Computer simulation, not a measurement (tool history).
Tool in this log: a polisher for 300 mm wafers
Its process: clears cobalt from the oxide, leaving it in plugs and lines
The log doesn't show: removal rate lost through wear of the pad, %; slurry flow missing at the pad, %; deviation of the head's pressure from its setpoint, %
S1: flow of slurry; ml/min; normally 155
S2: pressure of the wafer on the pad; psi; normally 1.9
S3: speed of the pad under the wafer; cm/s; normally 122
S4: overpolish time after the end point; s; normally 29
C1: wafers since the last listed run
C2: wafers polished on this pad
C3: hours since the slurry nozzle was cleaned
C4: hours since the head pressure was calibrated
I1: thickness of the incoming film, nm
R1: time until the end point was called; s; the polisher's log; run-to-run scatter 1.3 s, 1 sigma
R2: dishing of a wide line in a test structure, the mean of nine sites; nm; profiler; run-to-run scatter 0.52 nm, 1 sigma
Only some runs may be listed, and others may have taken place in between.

run,hour,S1,S2,S3,S4,C1,C2,C3,C4,I1,R1,R2
1,0,155,1.9,146,29,0,1104,6.7,605.3,330.2,61,45.5
2,63.6,155,1.9,146,29,590,1695,70.3,668.9,325.6,58.8,44.7
3,90.2,155,2.2,122,29,247,1942,96.9,695.5,334.3,59,45.2
4,118.4,155,1.5,122,17,261,2204,125.1,723.7,324.9,85.6,33.4
5,171.3,155,1.9,122,29,491,2695,178,776.6,333.2,71.6,43.9
# hour 207.1: worn pad replaced by a new one
6,238.1,125,1.9,122,29,583,287,244.8,843.4,327.3,75.6,42.2
7,272.8,125,1.9,122,29,322,610,279.5,878.1,332.4,80.9,43.3
# hour 289.7: slurry nozzle cleaned
8,320.7,155,1.9,122,29,435,1045,31,926,329,69.6,44.2
9,389.7,155,1.9,122,29,640,1686,100,995,333.5,72.4,43.9
10,454.6,155,1.9,122,29,602,2289,164.9,1059.9,334.1,70.9,43.8
# hour 501.1: worn pad replaced by a new one
11,517.9,155,1.9,122,29,550,155,228.2,1123.2,326.9,74.5,43.4
12,558,155,1.9,122,29,372,528,268.3,1163.3,328.1,73.3,42.9
# hour 569.2: slurry nozzle cleaned
13,604.2,155,1.9,122,29,419,948,35,1209.5,328.7,67.4,44.3
14,656.5,155,1.9,122,29,485,1433,87.3,1261.8,329.3,68.5,44.1
# hour 803.3: worn pad replaced by a new one
# hour 835.4: head pressure recalibrated
15,866.9,155,1.9,122,29,1898,571,297.7,31.5,330.3,76.9,43.1
# hour 895.7: slurry nozzle cleaned
16,928.4,155,1.9,122,29,562,1133,32.7,93,334.7,68.7,44.2
17,958.7,155,1.6,122,29,281,1415,63,123.3,330.8,81.6,42.4
18,997.5,120,2.3,134,13,360,1775,101.8,162.1,331.7,59,35.4
19,1040.1,105,1.9,134,29,395,2171,144.4,204.7,327.3,74.2,42.5
20,1071.7,155,1.9,122,29,293,2465,176,236.3,331.7,71.7,43.9
21,1109.6,205,2.6,122,29,352,2817,213.9,274.2,328.4,49.1,45.9
# hour 1147.2: worn pad replaced by a new one
# hour 1168: slurry nozzle cleaned
22,1180.6,155,1.9,122,29,613,300,12.6,345.2,326.3,67.2,44.8
23,1209.6,155,1.6,108,15,269,570,41.6,374.2,333.7,89.4,30.4
24,1264.6,155,1.9,122,29,510,1081,96.6,429.2,329.1,69.3,43
25,1301.4,100,1.5,144,18,341,1423,133.4,466,331.9,96.2,32.6
26,1364.9,155,1.6,122,17,589,2013,196.9,529.5,332.9,89.2,33.1
27,1408.1,180,1.9,96,29,401,2414,240.1,572.7,329.3,85.1,42.6
# hour 1429.7: worn pad replaced by a new one
28,1433,155,1.3,122,29,194,30,265,597.6,330.7,113.2,38.1
# hour 1492.6: slurry nozzle cleaned
29,1497.5,155,1.9,110,24,589,620,4.9,662.1,324,72.2,40.7
30,1542,155,1.9,122,29,413,1033,49.4,706.6,322.4,68,45.2

3 ways to go on from here, each from the tool as it stands after run 30. What would each give?
A,1542.4,190,1.9,122,29,3,1037,49.8,707,333.8,?,?
B,1542.4,135,2.4,122,29,3,1037,49.8,707,333.8,?,?
C,1542.4,155,1.9,158,29,3,1037,49.8,707,333.8,?,?

run,R1,R2
A,66.4,44.8
B,56.2,45.9
C,57.8,45.7
Without the tool's hidden state the same runs would have given:
run,R1,R2
A,65.6,44.9
B,55.2,46
C,57,45.8
